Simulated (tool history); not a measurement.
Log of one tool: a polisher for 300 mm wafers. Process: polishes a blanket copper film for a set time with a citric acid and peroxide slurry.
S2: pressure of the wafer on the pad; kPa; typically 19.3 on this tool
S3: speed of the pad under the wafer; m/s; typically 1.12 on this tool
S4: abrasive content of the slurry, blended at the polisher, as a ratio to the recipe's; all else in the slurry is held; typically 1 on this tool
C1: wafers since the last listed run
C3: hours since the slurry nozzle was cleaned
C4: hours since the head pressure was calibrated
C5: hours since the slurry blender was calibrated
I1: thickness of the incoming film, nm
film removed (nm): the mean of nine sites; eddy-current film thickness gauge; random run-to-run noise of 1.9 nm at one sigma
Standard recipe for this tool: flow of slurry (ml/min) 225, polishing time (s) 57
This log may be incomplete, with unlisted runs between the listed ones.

{"run": 1, "day": 0.0, "flow of slurry (ml/min)": 225, "S2": 19.3, "S3": 1.12, "S4": 1, "polishing time (s)": 57, "C1": 0, "wafers polished on this pad": 2960, "C3": 66.7, "C4": 18, "C5": 344.9, "I1": 944.3, "film removed (nm)": 116.2}
{"day": 0.233, "done": "slurry blender recalibrated"}
{"run": 2, "day": 1.45, "flow of slurry (ml/min)": 225, "S2": 19.3, "S3": 1.12, "S4": 1, "polishing time (s)": 57, "C1": 465, "wafers polished on this pad": 3426, "C3": 101.5, "C4": 52.8, "C5": 29.2, "I1": 944.8, "film removed (nm)": 117.1}
{"day": 1.921, "done": "worn pad replaced by a new one"}
{"run": 3, "day": 2.929, "flow of slurry (ml/min)": 225, "S2": 19.3, "S3": 1.12, "S4": 1, "polishing time (s)": 57, "C1": 447, "wafers polished on this pad": 344, "C3": 137, "C4": 88.3, "C5": 64.7, "I1": 950.5, "film removed (nm)": 115.8}
{"run": 4, "day": 3.95, "flow of slurry (ml/min)": 225, "S2": 19.3, "S3": 1.12, "S4": 1, "polishing time (s)": 57, "C1": 347, "wafers polished on this pad": 692, "C3": 161.5, "C4": 112.8, "C5": 89.2, "I1": 930.8, "film removed (nm)": 116.4}
{"run": 5, "day": 6.679, "flow of slurry (ml/min)": 225, "S2": 19.3, "S3": 1.12, "S4": 1, "polishing time (s)": 42, "C1": 930, "wafers polished on this pad": 1622, "C3": 227, "C4": 178.3, "C5": 154.7, "I1": 938.1, "film removed (nm)": 84}
{"run": 6, "day": 7.571, "flow of slurry (ml/min)": 225, "S2": 19.3, "S3": 1.12, "S4": 1, "polishing time (s)": 42, "C1": 303, "wafers polished on this pad": 1926, "C3": 248.4, "C4": 199.7, "C5": 176.1, "I1": 925, "film removed (nm)": 83.3}
{"run": 7, "day": 8.683, "flow of slurry (ml/min)": 225, "S2": 14.5, "S3": 1.42, "S4": 1, "polishing time (s)": 57, "C1": 379, "wafers polished on this pad": 2305, "C3": 275.1, "C4": 226.4, "C5": 202.8, "I1": 933.8, "film removed (nm)": 105}
{"day": 9.904, "done": "slurry nozzle cleaned, repeated, since the last time left the tool worse"}
{"run": 8, "day": 12.983, "flow of slurry (ml/min)": 225, "S2": 14.5, "S3": 1.46, "S4": 1, "polishing time (s)": 75, "C1": 1451, "wafers polished on this pad": 3757, "C3": 73.9, "C4": 329.6, "C5": 306, "I1": 949, "film removed (nm)": 162.9}
{"day": 13.208, "done": "worn pad replaced by a new one"}
{"run": 9, "day": 13.992, "flow of slurry (ml/min)": 225, "S2": 24.8, "S3": 1.3, "S4": 1.1, "polishing time (s)": 71, "C1": 286, "wafers polished on this pad": 267, "C3": 98.1, "C4": 353.8, "C5": 330.2, "I1": 931.4, "film removed (nm)": 233.4}
{"run": 10, "day": 15.196, "flow of slurry (ml/min)": 225, "S2": 19.3, "S3": 1.12, "S4": 1, "polishing time (s)": 57, "C1": 410, "wafers polished on this pad": 677, "C3": 127, "C4": 382.7, "C5": 359.1, "I1": 947.9, "film removed (nm)": 125}
{"run": 11, "day": 16.408, "flow of slurry (ml/min)": 225, "S2": 19.3, "S3": 1.12, "S4": 1, "polishing time (s)": 57, "C1": 413, "wafers polished on this pad": 1091, "C3": 156.1, "C4": 411.8, "C5": 388.2, "I1": 940.5, "film removed (nm)": 128.2}
{"day": 17.488, "done": "slurry blender recalibrated"}
{"run": 12, "day": 17.571, "flow of slurry (ml/min)": 225, "S2": 19.3, "S3": 1.12, "S4": 1, "polishing time (s)": 57, "C1": 367, "wafers polished on this pad": 1458, "C3": 184, "C4": 439.7, "C5": 2, "I1": 930.9, "film removed (nm)": 127.2}
{"run": 13, "day": 18.162, "flow of slurry (ml/min)": 225, "S2": 14.5, "S3": 1.42, "S4": 1, "polishing time (s)": 57, "C1": 201, "wafers polished on this pad": 1660, "C3": 198.2, "C4": 453.9, "C5": 16.2, "I1": 945.5, "film removed (nm)": 120.4}
{"run": 14, "day": 19.162, "flow of slurry (ml/min)": 155, "S2": 13.8, "S3": 0.74, "S4": 1, "polishing time (s)": 49, "C1": 340, "wafers polished on this pad": 2001, "C3": 222.2, "C4": 477.9, "C5": 40.2, "I1": 950.5, "film removed (nm)": 49.7}
{"run": 15, "day": 22.088, "flow of slurry (ml/min)": 225, "S2": 17.2, "S3": 0.98, "S4": 0.85, "polishing time (s)": 46, "C1": 997, "wafers polished on this pad": 2998, "C3": 292.4, "C4": 548.1, "C5": 110.4, "I1": 948.9, "film removed (nm)": 77.5}
{"run": 16, "day": 22.888, "flow of slurry (ml/min)": 225, "S2": 19.3, "S3": 1.12, "S4": 1, "polishing time (s)": 76, "C1": 272, "wafers polished on this pad": 3271, "C3": 311.6, "C4": 567.3, "C5": 129.6, "I1": 948.5, "film removed (nm)": 163.7}
{"run": 17, "day": 23.45, "flow of slurry (ml/min)": 225, "S2": 19.3, "S3": 1.12, "S4": 1, "polishing time (s)": 76, "C1": 191, "wafers polished on this pad": 3463, "C3": 325.1, "C4": 580.8, "C5": 143.1, "I1": 929, "film removed (nm)": 171.9}
{"day": 24.475, "done": "worn pad replaced by a new one"}
{"run": 18, "day": 24.496, "flow of slurry (ml/min)": 185, "S2": 13.8, "S3": 0.8, "S4": 1, "polishing time (s)": 57, "C1": 299, "wafers polished on this pad": 6, "C3": 350.2, "C4": 605.9, "C5": 168.2, "I1": 921.5, "film removed (nm)": 63.7}
{"run": 19, "day": 25.038, "flow of slurry (ml/min)": 225, "S2": 19.3, "S3": 1.12, "S4": 1.15, "polishing time (s)": 57, "C1": 184, "wafers polished on this pad": 191, "C3": 363.2, "C4": 618.9, "C5": 181.2, "I1": 939.9, "film removed (nm)": 126.8}
{"run": 20, "day": 26.083, "flow of slurry (ml/min)": 225, "S2": 19.3, "S3": 1.12, "S4": 1, "polishing time (s)": 45, "C1": 356, "wafers polished on this pad": 547, "C3": 388.3, "C4": 644, "C5": 206.3, "I1": 930.4, "film removed (nm)": 94.7}
{"day": 26.971, "done": "head pressure recalibrated"}
{"run": 21, "day": 27.325, "flow of slurry (ml/min)": 225, "S2": 19.3, "S3": 1.4, "S4": 1, "polishing time (s)": 57, "C1": 394, "wafers polished on this pad": 942, "C3": 418.1, "C4": 8.5, "C5": 236.1, "I1": 949.7, "film removed (nm)": 150.4}
{"run": 22, "day": 27.962, "flow of slurry (ml/min)": 225, "S2": 15.2, "S3": 1.12, "S4": 1, "polishing time (s)": 57, "C1": 217, "wafers polished on this pad": 1160, "C3": 433.4, "C4": 23.8, "C5": 251.4, "I1": 937.7, "film removed (nm)": 98.3}
{"run": 23, "day": 29.179, "flow of slurry (ml/min)": 225, "S2": 19.3, "S3": 0.82, "S4": 1, "polishing time (s)": 57, "C1": 414, "wafers polished on this pad": 1574, "C3": 462.6, "C4": 53, "C5": 280.6, "I1": 933.1, "film removed (nm)": 91.2}
{"run": 24, "day": 30.125, "flow of slurry (ml/min)": 225, "S2": 19.3, "S3": 1.12, "S4": 1, "polishing time (s)": 57, "C1": 322, "wafers polished on this pad": 1897, "C3": 485.3, "C4": 75.7, "C5": 303.3, "I1": 927.3, "film removed (nm)": 120.9}
{"run": 25, "day": 30.7, "flow of slurry (ml/min)": 225, "S2": 19.3, "S3": 1.12, "S4": 1, "polishing time (s)": 57, "C1": 196, "wafers polished on this pad": 2093, "C3": 499.1, "C4": 89.5, "C5": 317.1, "I1": 931.5, "film removed (nm)": 120.7}
{"run": 26, "day": 31.838, "flow of slurry (ml/min)": 225, "S2": 19.3, "S3": 1.12, "S4": 1, "polishing time (s)": 57, "C1": 387, "wafers polished on this pad": 2480, "C3": 526.4, "C4": 116.8, "C5": 344.4, "I1": 930.9, "film removed (nm)": 120.9}
{"day": 33.25, "done": "slurry nozzle cleaned"}
{"day": 33.462, "done": "slurry blender recalibrated"}
{"run": 27, "day": 33.608, "flow of slurry (ml/min)": 225, "S2": 19.3, "S3": 1.12, "S4": 1, "polishing time (s)": 57, "C1": 561, "wafers polished on this pad": 3041, "C3": 8.6, "C4": 159.3, "C5": 3.5, "I1": 956.8, "film removed (nm)": 128.5}
{"run": 28, "day": 34.679, "flow of slurry (ml/min)": 290, "S2": 19.3, "S3": 0.76, "S4": 1, "polishing time (s)": 57, "C1": 365, "wafers polished on this pad": 3406, "C3": 34.3, "C4": 185, "C5": 29.2, "I1": 945.4, "film removed (nm)": 90.8}
{"day": 35.129, "done": "worn pad replaced by a new one"}
{"run": 29, "day": 35.546, "flow of slurry (ml/min)": 255, "S2": 25.5, "S3": 1.4, "S4": 0.8, "polishing time (s)": 57, "C1": 238, "wafers polished on this pad": 142, "C3": 55.1, "C4": 205.8, "C5": 50, "I1": 952.5, "film removed (nm)": 199.7}
{"run": 30, "day": 36.817, "flow of slurry (ml/min)": 225, "S2": 19.3, "S3": 1.12, "S4": 1, "polishing time (s)": 76, "C1": 433, "wafers polished on this pad": 575, "C3": 85.6, "C4": 236.3, "C5": 80.5, "I1": 943.1, "film removed (nm)": 170.9}
{"run": 31, "day": 38.133, "flow of slurry (ml/min)": 250, "S2": 19.3, "S3": 1.12, "S4": 0.75, "polishing time (s)": 57, "C1": 448, "wafers polished on this pad": 1024, "C3": 117.2, "C4": 267.9, "C5": 112.1, "I1": 951.5, "film removed (nm)": 128.5}

Below, some changes in film removed (nm) between adjacent runs. For each, the amount present without the hidden state too (settings, incoming material, random variation) and the amount remaining for the hidden state with gauge scatter not shared by both compared results:
Hidden conditions of the tool in this case: removal rate lost through wear of the pad, %; slurry flow missing at the pad, %; deviation of the head's pressure from its setpoint, %; abrasive missing from the slurry, %.
Run 6 -> 7: S2 19.3 -> 14.5, S3 1.12 -> 1.42, polishing time (s) 42 -> 57. film removed (nm) +21.7: hidden state -3.9, all else +25.6.
Run 7 -> 8: S3 1.42 -> 1.46, polishing time (s) 57 -> 75, slurry nozzle cleaned, repeated, since the last time left the tool worse. film removed (nm) +57.9: hidden state +14.3, all else +43.6.
Run 9 -> 10: S2 24.8 -> 19.3, S3 1.3 -> 1.12, S4 1.1 -> 1, polishing time (s) 71 -> 57. film removed (nm) -108.4: hidden state +1.2, all else -109.6.
Run 17 -> 18: flow of slurry (ml/min) 225 -> 185, S2 19.3 -> 13.8, S3 1.12 -> 0.8, polishing time (s) 76 -> 57, worn pad replaced by a new one. film removed (nm) -108.2: hidden state +2.8, all else -111.
Run 26 -> 27: slurry nozzle cleaned, slurry blender recalibrated. film removed (nm) +7.6: hidden state +6, all else +1.6.
Run 28 -> 29: flow of slurry (ml/min) 290 -> 255, S2 19.3 -> 25.5, S3 0.76 -> 1.4, S4 1 -> 0.8, worn pad replaced by a new one. film removed (nm) +108.9: hidden state -0.5, all else +109.4.
